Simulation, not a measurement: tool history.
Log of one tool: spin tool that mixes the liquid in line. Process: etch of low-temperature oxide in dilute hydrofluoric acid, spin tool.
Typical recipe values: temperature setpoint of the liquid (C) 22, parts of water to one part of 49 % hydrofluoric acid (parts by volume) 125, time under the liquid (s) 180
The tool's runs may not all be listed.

run,hour,temperature setpoint of the liquid (C),parts of water to one part of 49 % hydrofluoric acid (parts by volume),time under the liquid (s),"read-back film thickness of the low-temperature oxide reference wafer, read on the same gauge (nm)",thickness taken off the low-temperature oxide on a monitor wafer (nm)
1,0,20.5,125,180,149.98,19.56
2,82.3,21,125,180,150.01,19.82
3,148.4,21,125,180,150.01,19.85
4,211.4,21,125,180,150.01,19.77
5,298.4,22,125,180,150.02,20.48
6,342.9,22,125,180,150,20.46
# hour 351.8: hydrofluoric acid flow meter replaced
7,414.8,22,125,180,150,21.18
8,507.4,20.5,125,75,150,8.25
9,587.6,24,125,180,149.99,22.8
# hour 628.9: thermometer replaced
10,658.3,22,125,180,150.03,20.74
11,766.4,17.5,165,180,150.04,12.52
# hour 789.8: gauge calibrated
12,816.6,22,125,180,149.99,20.67
13,922,17.5,180,180,150.02,11.22
14,959.9,26.5,160,180,149.98,18.29

What does the tool deliver on the next run?
15,1039.4,22,125,180,?,?

read-back film thickness of the low-temperature oxide reference wafer, read on the same gauge (nm): 149.99
thickness taken off the low-temperature oxide on a monitor wafer (nm): 20.47
The same run, on a tool lacking any hidden state, would have yielded thickness taken off the low-temperature oxide on a monitor wafer (nm) 21.35.
